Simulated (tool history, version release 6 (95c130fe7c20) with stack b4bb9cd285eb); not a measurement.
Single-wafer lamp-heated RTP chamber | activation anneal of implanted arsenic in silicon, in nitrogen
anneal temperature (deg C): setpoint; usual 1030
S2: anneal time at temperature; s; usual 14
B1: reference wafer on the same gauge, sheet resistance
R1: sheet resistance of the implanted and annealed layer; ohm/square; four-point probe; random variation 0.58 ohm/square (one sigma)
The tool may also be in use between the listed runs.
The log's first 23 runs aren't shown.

run 24 day=45.471 | anneal_temperature_(deg_C)=1057 S2=18 | B1=119.99 | R1=99.88
-- day=46.946 reflector plate cleaned
run 25 day=47.821 | anneal_temperature_(deg_C)=1038 S2=20 | B1=119.90 | R1=103.75
run 26 day=50.296 | anneal_temperature_(deg_C)=1059 S2=7 | B1=119.84 | R1=108.91
run 27 day=52.638 | anneal_temperature_(deg_C)=1030 S2=18 | B1=120.31 | R1=106.67
-- day=53.896 pyrometer window cleaned and pyrometer calibrated
run 28 day=55.608 | anneal_temperature_(deg_C)=1047 S2=11 | B1=120.07 | R1=108.75
run 29 day=57.454 | anneal_temperature_(deg_C)=1030 S2=14 | B1=120.16 | R1=111.73
run 30 day=58.512 | anneal_temperature_(deg_C)=1021 S2=18 | B1=120.15 | R1=111.08
run 31 day=59.983 | anneal_temperature_(deg_C)=1018 S2=14 | B1=120.13 | R1=115.51

The next listed run, before its measurement:
run 32 day=61.754 | anneal_temperature_(deg_C)=1040 S2=20 | B1=? | R1=?

{"run 32": {"B1": 120.01, "R1": 103.96}}
Without the tool's hidden state the same run would have given R1 104.50 ohm/square.
